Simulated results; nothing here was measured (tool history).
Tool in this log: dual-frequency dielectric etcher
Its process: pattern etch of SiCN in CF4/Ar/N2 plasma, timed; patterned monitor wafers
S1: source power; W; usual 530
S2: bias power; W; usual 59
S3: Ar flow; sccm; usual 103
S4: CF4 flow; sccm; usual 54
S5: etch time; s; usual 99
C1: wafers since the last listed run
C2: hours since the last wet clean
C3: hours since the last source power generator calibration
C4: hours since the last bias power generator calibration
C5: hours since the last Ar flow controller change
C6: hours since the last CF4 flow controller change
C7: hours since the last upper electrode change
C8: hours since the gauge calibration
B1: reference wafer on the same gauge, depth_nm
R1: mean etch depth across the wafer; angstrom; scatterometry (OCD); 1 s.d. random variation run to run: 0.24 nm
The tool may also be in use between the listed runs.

Run 1, hour 0: usual settings but S2 49 W; C1 0; C2 241.2; C3 3678.6; C4 3897.9; C5 1337.8; C6 3581.4; C7 3222.2; C8 674.6; B1 76. Result: R1 824 angstrom.
Run 2, hour 52: usual settings; C1 668; C2 293.2; C3 3730.6; C4 3949.9; C5 1389.8; C6 3633.4; C7 3274.2; C8 726.6; B1 76. Result: R1 882 angstrom.
Run 3, hour 87.6: usual settings; C1 457; C2 328.8; C3 3766.2; C4 3985.5; C5 1425.4; C6 3669; C7 3309.8; C8 762.2; B1 76. Result: R1 884 angstrom.
Run 4, hour 132.6: usual settings but S1 500 W; C1 578; C2 373.8; C3 3811.2; C4 4030.5; C5 1470.4; C6 3714; C7 3354.8; C8 807.2; B1 76. Result: R1 845 angstrom.
Run 5, hour 159.2: usual settings but S2 67 W; C1 341; C2 400.4; C3 3837.8; C4 4057.1; C5 1497; C6 3740.6; C7 3381.4; C8 833.8; B1 76. Result: R1 922 angstrom.
Run 6, hour 221.8: usual settings but S2 67 W; C1 804; C2 463; C3 3900.4; C4 4119.7; C5 1559.6; C6 3803.2; C7 3444; C8 896.4; B1 76.1. Result: R1 920 angstrom.
Run 7, hour 255.9: usual settings but S2 67 W; C1 438; C2 497.1; C3 3934.5; C4 4153.8; C5 1593.7; C6 3837.3; C7 3478.1; C8 930.5; B1 75.9. Result: R1 924 angstrom.
Run 8, hour 302.9: usual settings but S4 43 sccm; C1 604; C2 544.1; C3 3981.5; C4 4200.8; C5 1640.7; C6 3884.3; C7 3525.1; C8 977.5; B1 76. Result: R1 865 angstrom.
Run 9, hour 336.8: usual settings but S4 43 sccm; C1 435; C2 578; C3 4015.4; C4 4234.7; C5 1674.6; C6 3918.2; C7 3559; C8 1011.4; B1 76. Result: R1 868 angstrom.
At hour 421.7: upper electrode replaced.
At hour 487.8: gauge calibrated.
At hour 488.1: wet clean of the chamber.
Run 10, hour 539.3: usual settings but S4 43 sccm; C1 1985; C2 51.2; C3 4217.9; C4 4437.2; C5 1877.1; C6 4120.7; C7 117.6; C8 51.5; B1 76. Result: R1 846 angstrom.
Run 11, hour 599.9: usual settings but S1 590 W, S5 119.5 s; C1 778; C2 111.8; C3 4278.5; C4 4497.8; C5 1937.7; C6 4181.3; C7 178.2; C8 112.1; B1 76. Result: R1 1139 angstrom.
At hour 620.8: CF4 flow controller replaced.
Run 12, hour 631: usual settings; C1 322; C2 142.9; C3 4309.6; C4 4528.9; C5 1968.8; C6 10.2; C7 209.3; C8 143.2; B1 76. Result: R1 877 angstrom.
Run 13, hour 660.4: usual settings but S1 420 W, S4 41 sccm; C1 377; C2 172.3; C3 4339; C4 4558.3; C5 1998.2; C6 39.6; C7 238.7; C8 172.6; B1 76. Result: R1 726 angstrom.
Run 14, hour 747.7: usual settings but S2 51 W, S3 94 sccm, S5 111 s; C1 1121; C2 259.6; C3 4426.3; C4 4645.6; C5 2085.5; C6 126.9; C7 326; C8 259.9; B1 76. Result: R1 951 angstrom.
At hour 789.6: bias power generator calibrated.
At hour 807.5: source power generator calibrated.
Run 15, hour 877.9: usual settings but S1 570 W, S2 48 W, S4 41 sccm, S5 80 s; C1 1570; C2 389.8; C3 70.4; C4 88.3; C5 2215.7; C6 257.1; C7 456.2; C8 390.1; B1 76. Result: R1 681 angstrom.
At hour 892.4: Ar flow controller replaced.
Run 16, hour 944.3: usual settings but S1 640 W, S3 81 sccm; C1 776; C2 456.2; C3 136.8; C4 154.7; C5 51.9; C6 323.5; C7 522.6; C8 456.5; B1 76. Result: R1 1053 angstrom.
Run 17, hour 1008.6: usual settings but S3 77 sccm, S4 48 sccm, S5 78.5 s; C1 826; C2 520.5; C3 201.1; C4 219; C5 116.2; C6 387.8; C7 586.9; C8 520.8; B1 76. Result: R1 722 angstrom.
Run 18, hour 1036.5: usual settings; C1 358; C2 548.4; C3 229; C4 246.9; C5 144.1; C6 415.7; C7 614.8; C8 548.7; B1 76. Result: R1 883 angstrom.
At hour 1083.4: wet clean of the chamber.
Run 19, hour 1095: usual settings but S3 127 sccm; C1 443; C2 11.6; C3 287.5; C4 305.4; C5 202.6; C6 474.2; C7 673.3; C8 607.2; B1 76. Result: R1 846 angstrom.
Run 20, hour 1165.6: usual settings but S2 69 W, S3 82 sccm; C1 907; C2 82.2; C3 358.1; C4 376; C5 273.2; C6 544.8; C7 743.9; C8 677.8; B1 76. Result: R1 949 angstrom.
Run 21, hour 1219.1: usual settings; C1 687; C2 135.7; C3 411.6; C4 429.5; C5 326.7; C6 598.3; C7 797.4; C8 731.3; B1 76. Result: R1 876 angstrom.
Run 22, hour 1255.1: usual settings but S1 490 W, S2 66 W; C1 462; C2 171.7; C3 447.6; C4 465.5; C5 362.7; C6 634.3; C7 833.4; C8 767.3; B1 76. Result: R1 858 angstrom.

Describe how what the log doesn't record of the tool's condition differs between the last listed run preceding each entry between runs and the first listed run following it.
Logged between run 9 and run 10: upper electrode replaced (hour 421.7); gauge calibrated (hour 487.8); wet clean of the chamber (hour 488.1)
  etch rate over this chamber's usual, %: 1.54 -> -0.072
  measured less the result without the state, R1: +13 -> -1 angstrom
Logged between run 11 and run 12: CF4 flow controller replaced (hour 620.8)
  etch rate over this chamber's usual, %: 0.0869 -> 0.168
  measured less the result without the state, R1: +1 -> +2 angstrom
Logged between run 14 and run 15: bias power generator calibrated (hour 789.6); source power generator calibrated (hour 807.5)
  etch rate over this chamber's usual, %: 0.474 -> 0.816
  measured less the result without the state, R1: +5 -> +5 angstrom
Logged between run 15 and run 16: Ar flow controller replaced (hour 892.4)
  etch rate over this chamber's usual, %: 0.816 -> 0.99
  measured less the result without the state, R1: +5 -> +10 angstrom
Logged between run 18 and run 19: wet clean of the chamber (hour 1083.4)
  etch rate over this chamber's usual, %: 1.23 -> -0.286
  measured less the result without the state, R1: +11 -> -3 angstrom
